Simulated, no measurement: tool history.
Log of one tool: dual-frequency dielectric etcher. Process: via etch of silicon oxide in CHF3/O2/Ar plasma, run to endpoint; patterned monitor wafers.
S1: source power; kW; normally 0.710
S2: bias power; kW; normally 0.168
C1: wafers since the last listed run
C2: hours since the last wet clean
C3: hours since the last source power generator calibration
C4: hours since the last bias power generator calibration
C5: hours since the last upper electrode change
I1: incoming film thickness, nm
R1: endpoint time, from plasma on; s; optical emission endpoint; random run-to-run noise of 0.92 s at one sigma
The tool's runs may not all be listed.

| run | hour | S1 | S2 | C1 | C2 | C3 | C4 | C5 | I1 | R1 |
|---|---|---|---|---|---|---|---|---|---|---|
| 1 | 0.0 | 0.710 | 0.168 | 0 | 148.5 | 3193.6 | 2473.9 | 3578.9 | 658.3 | 310.3 |
| 2 | 56.4 | 0.710 | 0.168 | 206 | 204.9 | 3250.0 | 2530.3 | 3635.3 | 662.9 | 314.4 |
| 3 | 149.0 | 0.710 | 0.168 | 338 | 297.5 | 3342.6 | 2622.9 | 3727.9 | 655.1 | 312.5 |
| 4 | 185.1 | 0.710 | 0.168 | 131 | 333.6 | 3378.7 | 2659.0 | 3764.0 | 661.5 | 316.1 |
| 5 | 282.9 | 0.710 | 0.168 | 357 | 431.4 | 3476.5 | 2756.8 | 3861.8 | 655.6 | 315.3 |
| 6 | 382.6 | 0.710 | 0.168 | 364 | 531.1 | 3576.2 | 2856.5 | 3961.5 | 657.3 | 319.3 |
|  | 448.1 | wet clean of the chamber |
| 7 | 448.6 | 0.710 | 0.168 | 153 | 0.5 | 3642.2 | 2922.5 | 4027.5 | 661.8 | 307.4 |
| 8 | 512.4 | 0.710 | 0.146 | 233 | 64.3 | 3706.0 | 2986.3 | 4091.3 | 653.7 | 317.8 |
| 9 | 591.7 | 0.710 | 0.168 | 289 | 143.6 | 3785.3 | 3065.6 | 4170.6 | 656.5 | 307.9 |
| 10 | 687.8 | 0.800 | 0.168 | 351 | 239.7 | 3881.4 | 3161.7 | 4266.7 | 655.6 | 301.0 |
| 11 | 766.2 | 0.800 | 0.168 | 286 | 318.1 | 3959.8 | 3240.1 | 4345.1 | 659.9 | 305.2 |
| 12 | 838.2 | 0.800 | 0.168 | 263 | 390.1 | 4031.8 | 3312.1 | 4417.1 | 656.2 | 302.9 |
| 13 | 899.0 | 0.710 | 0.168 | 222 | 450.9 | 4092.6 | 3372.9 | 4477.9 | 656.2 | 314.6 |
| 14 | 946.6 | 0.640 | 0.179 | 174 | 498.5 | 4140.2 | 3420.5 | 4525.5 | 662.3 | 318.7 |
| 15 | 997.1 | 0.710 | 0.168 | 184 | 549.0 | 4190.7 | 3471.0 | 4576.0 | 650.2 | 314.7 |
|  | 1173.7 | wet clean of the chamber |
|  | 1189.0 | source power generator calibrated |
| 16 | 1294.5 | 0.710 | 0.168 | 984 | 120.8 | 105.5 | 3768.4 | 4873.4 | 659.2 | 309.6 |
| 17 | 1365.1 | 0.610 | 0.205 | 258 | 191.4 | 176.1 | 3839.0 | 4944.0 | 657.7 | 301.7 |
|  | 1388.8 | bias power generator calibrated |
| 18 | 1466.6 | 0.850 | 0.186 | 356 | 292.9 | 277.6 | 77.8 | 5045.5 | 659.2 | 293.3 |
| 19 | 1531.6 | 0.580 | 0.187 | 237 | 357.9 | 342.6 | 142.8 | 5110.5 | 652.9 | 312.8 |
|  | 1639.8 | upper electrode replaced |
| 20 | 1699.6 | 0.710 | 0.168 | 526 | 525.9 | 510.6 | 310.8 | 59.8 | 660.5 | 319.6 |
| 21 | 1749.5 | 0.710 | 0.168 | 182 | 575.8 | 560.5 | 360.7 | 109.7 | 659.1 | 319.1 |
|  | 1788.1 | wet clean of the chamber |
| 22 | 1854.0 | 0.640 | 0.181 | 294 | 65.9 | 665.0 | 465.2 | 214.2 | 658.0 | 305.3 |
| 23 | 1944.6 | 0.710 | 0.168 | 331 | 156.5 | 755.6 | 555.8 | 304.8 | 664.7 | 312.1 |
| 24 | 2004.0 | 0.870 | 0.168 | 217 | 215.9 | 815.0 | 615.2 | 364.2 | 654.7 | 296.8 |
| 25 | 2060.9 | 0.710 | 0.198 | 208 | 272.8 | 871.9 | 672.1 | 421.1 | 652.2 | 292.4 |
| 26 | 2165.2 | 0.710 | 0.202 | 381 | 377.1 | 976.2 | 776.4 | 525.4 | 658.0 | 294.2 |

Forecast each of these 5 alternatives for the next run:
| A | 2165.7 | 0.710 | 0.168 | 1 | 377.6 | 976.7 | 776.9 | 525.9 | 658.7 | ? |
| B | 2165.7 | 0.580 | 0.204 | 1 | 377.6 | 976.7 | 776.9 | 525.9 | 658.7 | ? |
| C | 2165.7 | 0.650 | 0.183 | 1 | 377.6 | 976.7 | 776.9 | 525.9 | 658.7 | ? |
| D | 2165.7 | 0.590 | 0.153 | 1 | 377.6 | 976.7 | 776.9 | 525.9 | 658.7 | ? |
| E | 2165.7 | 0.600 | 0.207 | 1 | 377.6 | 976.7 | 776.9 | 525.9 | 658.7 | ? |

| run | R1 |
|---|---|
| A | 313.3 |
| B | 306.5 |
| C | 310.5 |
| D | 334.3 |
| E | 303.1 |
Had the tool no hidden state, the same runs would have come out as:
| run | R1 |
|---|---|
| A | 307.1 |
| B | 300.4 |
| C | 304.4 |
| D | 327.7 |
| E | 297.1 |

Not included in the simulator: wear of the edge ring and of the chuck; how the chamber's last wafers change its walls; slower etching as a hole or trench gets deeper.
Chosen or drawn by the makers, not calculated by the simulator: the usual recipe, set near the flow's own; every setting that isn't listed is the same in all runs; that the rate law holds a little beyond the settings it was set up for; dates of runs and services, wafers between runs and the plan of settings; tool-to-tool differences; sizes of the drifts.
